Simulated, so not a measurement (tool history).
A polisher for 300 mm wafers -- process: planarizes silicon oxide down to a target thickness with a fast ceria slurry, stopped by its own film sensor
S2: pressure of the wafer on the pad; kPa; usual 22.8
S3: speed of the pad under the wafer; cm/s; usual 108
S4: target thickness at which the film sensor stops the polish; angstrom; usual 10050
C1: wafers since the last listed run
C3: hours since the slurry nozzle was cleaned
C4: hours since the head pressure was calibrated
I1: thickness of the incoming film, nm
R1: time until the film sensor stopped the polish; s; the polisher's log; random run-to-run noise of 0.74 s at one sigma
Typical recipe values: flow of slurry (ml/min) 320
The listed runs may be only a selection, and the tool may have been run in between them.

run 1 hour=0.0 | flow_of_slurry_(ml/min)=320 S2=22.8 S3=108 S4=10050 | C1=0 wafers_polished_on_this_pad=1464 C3=457.7 C4=548.5 | I1=2160.7 | R1=59.3
-- hour=6.8 slurry nozzle cleaned
run 2 hour=21.2 | flow_of_slurry_(ml/min)=320 S2=22.8 S3=108 S4=10050 | C1=245 wafers_polished_on_this_pad=1710 C3=14.4 C4=569.7 | I1=2172.2 | R1=58.3
run 3 hour=45.5 | flow_of_slurry_(ml/min)=320 S2=22.8 S3=108 S4=10050 | C1=295 wafers_polished_on_this_pad=2005 C3=38.7 C4=594.0 | I1=2194.6 | R1=59.1
run 4 hour=72.8 | flow_of_slurry_(ml/min)=270 S2=22.8 S3=108 S4=10050 | C1=331 wafers_polished_on_this_pad=2337 C3=66.0 C4=621.3 | I1=2180.8 | R1=61.9
-- hour=78.5 worn pad replaced by a new one
run 5 hour=88.0 | flow_of_slurry_(ml/min)=270 S2=22.8 S3=108 S4=10050 | C1=136 wafers_polished_on_this_pad=115 C3=81.2 C4=636.5 | I1=2162.7 | R1=52.9
run 6 hour=118.6 | flow_of_slurry_(ml/min)=320 S2=22.8 S3=108 S4=10050 | C1=371 wafers_polished_on_this_pad=487 C3=111.8 C4=667.1 | I1=2180.1 | R1=55.1
run 7 hour=141.3 | flow_of_slurry_(ml/min)=320 S2=22.8 S3=108 S4=10050 | C1=275 wafers_polished_on_this_pad=763 C3=134.5 C4=689.8 | I1=2180.2 | R1=57.0
run 8 hour=171.2 | flow_of_slurry_(ml/min)=320 S2=22.8 S3=108 S4=10050 | C1=363 wafers_polished_on_this_pad=1126 C3=164.4 C4=719.7 | I1=2161.1 | R1=58.2
run 9 hour=184.1 | flow_of_slurry_(ml/min)=320 S2=22.8 S3=108 S4=10050 | C1=156 wafers_polished_on_this_pad=1283 C3=177.3 C4=732.6 | I1=2199.1 | R1=59.2
run 10 hour=208.6 | flow_of_slurry_(ml/min)=320 S2=22.8 S3=108 S4=10050 | C1=297 wafers_polished_on_this_pad=1580 C3=201.8 C4=757.1 | I1=2155.1 | R1=58.2
run 11 hour=232.9 | flow_of_slurry_(ml/min)=320 S2=22.8 S3=108 S4=10050 | C1=295 wafers_polished_on_this_pad=1875 C3=226.1 C4=781.4 | I1=2190.3 | R1=58.9
-- hour=267.6 worn pad replaced by a new one
run 12 hour=294.6 | flow_of_slurry_(ml/min)=320 S2=22.8 S3=108 S4=10050 | C1=701 wafers_polished_on_this_pad=327 C3=287.8 C4=843.1 | I1=2157.4 | R1=54.4
run 13 hour=312.7 | flow_of_slurry_(ml/min)=320 S2=22.8 S3=108 S4=10050 | C1=219 wafers_polished_on_this_pad=547 C3=305.9 C4=861.2 | I1=2197.9 | R1=56.4
-- hour=329.6 head pressure recalibrated
run 14 hour=346.0 | flow_of_slurry_(ml/min)=320 S2=22.8 S3=108 S4=10050 | C1=380 wafers_polished_on_this_pad=928 C3=339.2 C4=16.4 | I1=2129.9 | R1=59.6
run 15 hour=372.0 | flow_of_slurry_(ml/min)=320 S2=22.8 S3=108 S4=10050 | C1=315 wafers_polished_on_this_pad=1244 C3=365.2 C4=42.4 | I1=2171.0 | R1=64.2
run 16 hour=385.9 | flow_of_slurry_(ml/min)=320 S2=22.8 S3=108 S4=10050 | C1=168 wafers_polished_on_this_pad=1412 C3=379.1 C4=56.3 | I1=2191.0 | R1=62.5
run 17 hour=404.2 | flow_of_slurry_(ml/min)=320 S2=18.6 S3=108 S4=10050 | C1=222 wafers_polished_on_this_pad=1635 C3=397.4 C4=74.6 | I1=2189.1 | R1=74.2
-- hour=434.5 slurry nozzle cleaned
-- hour=493.3 worn pad replaced by a new one
run 18 hour=493.8 | flow_of_slurry_(ml/min)=320 S2=27.6 S3=82 S4=7590 | C1=1027 wafers_polished_on_this_pad=5 C3=59.3 C4=164.2 | I1=2165.4 | R1=77.1
run 19 hour=506.0 | flow_of_slurry_(ml/min)=320 S2=22.8 S3=108 S4=8650 | C1=148 wafers_polished_on_this_pad=154 C3=71.5 C4=176.4 | I1=2142.9 | R1=61.4
run 20 hour=530.0 | flow_of_slurry_(ml/min)=320 S2=22.8 S3=108 S4=10050 | C1=291 wafers_polished_on_this_pad=445 C3=95.5 C4=200.4 | I1=2145.5 | R1=57.2
run 21 hour=552.4 | flow_of_slurry_(ml/min)=320 S2=22.8 S3=108 S4=10050 | C1=272 wafers_polished_on_this_pad=717 C3=117.9 C4=222.8 | I1=2184.1 | R1=59.4
run 22 hour=565.0 | flow_of_slurry_(ml/min)=350 S2=22.8 S3=132 S4=11940 | C1=153 wafers_polished_on_this_pad=870 C3=130.5 C4=235.4 | I1=2149.8 | R1=39.4
run 23 hour=584.9 | flow_of_slurry_(ml/min)=215 S2=22.8 S3=136 S4=10050 | C1=241 wafers_polished_on_this_pad=1112 C3=150.4 C4=255.3 | I1=2185.6 | R1=49.8
run 24 hour=675.9 | flow_of_slurry_(ml/min)=320 S2=22.8 S3=108 S4=10050 | C1=1105 wafers_polished_on_this_pad=2218 C3=241.4 C4=346.3 | I1=2149.4 | R1=59.8
-- hour=701.9 worn pad replaced by a new one
run 25 hour=705.7 | flow_of_slurry_(ml/min)=320 S2=22.8 S3=108 S4=10050 | C1=313 wafers_polished_on_this_pad=45 C3=271.2 C4=376.1 | I1=2204.4 | R1=56.3
run 26 hour=741.3 | flow_of_slurry_(ml/min)=215 S2=22.8 S3=108 S4=6110 | C1=432 wafers_polished_on_this_pad=478 C3=306.8 C4=411.7 | I1=2162.1 | R1=78.3
run 27 hour=765.9 | flow_of_slurry_(ml/min)=225 S2=22.8 S3=108 S4=10050 | C1=298 wafers_polished_on_this_pad=777 C3=331.4 C4=436.3 | I1=2138.5 | R1=59.4
run 28 hour=793.2 | flow_of_slurry_(ml/min)=320 S2=22.8 S3=136 S4=10050 | C1=331 wafers_polished_on_this_pad=1108 C3=358.7 C4=463.6 | I1=2177.6 | R1=47.0
run 29 hour=811.4 | flow_of_slurry_(ml/min)=290 S2=22.8 S3=108 S4=11710 | C1=221 wafers_polished_on_this_pad=1329 C3=376.9 C4=481.8 | I1=2151.5 | R1=51.6
run 30 hour=844.7 | flow_of_slurry_(ml/min)=320 S2=14.5 S3=92 S4=13390 | C1=404 wafers_polished_on_this_pad=1734 C3=410.2 C4=515.1 | I1=2179.1 | R1=70.3
run 31 hour=874.2 | flow_of_slurry_(ml/min)=255 S2=22.8 S3=108 S4=10050 | C1=358 wafers_polished_on_this_pad=2092 C3=439.7 C4=544.6 | I1=2151.0 | R1=60.7
run 32 hour=894.7 | flow_of_slurry_(ml/min)=320 S2=22.8 S3=108 S4=10050 | C1=249 wafers_polished_on_this_pad=2341 C3=460.2 C4=565.1 | I1=2197.6 | R1=62.3
-- hour=907.7 slurry nozzle cleaned
run 33 hour=908.2 | flow_of_slurry_(ml/min)=320 S2=29.0 S3=108 S4=12480 | C1=151 wafers_polished_on_this_pad=2493 C3=0.5 C4=578.6 | I1=2176.4 | R1=39.7

What will run 34 give?
-- hour=928.3 worn pad replaced by a new one
run 34 hour=1003.2 | flow_of_slurry_(ml/min)=320 S2=22.8 S3=108 S4=10050 | C1=1105 wafers_polished_on_this_pad=909 C3=95.5 C4=673.6 | I1=2214.5 | R1=?

{"run 34": {"R1": 59.7}}
The same run, on a tool lacking any hidden state, would have yielded R1 58.6 s.

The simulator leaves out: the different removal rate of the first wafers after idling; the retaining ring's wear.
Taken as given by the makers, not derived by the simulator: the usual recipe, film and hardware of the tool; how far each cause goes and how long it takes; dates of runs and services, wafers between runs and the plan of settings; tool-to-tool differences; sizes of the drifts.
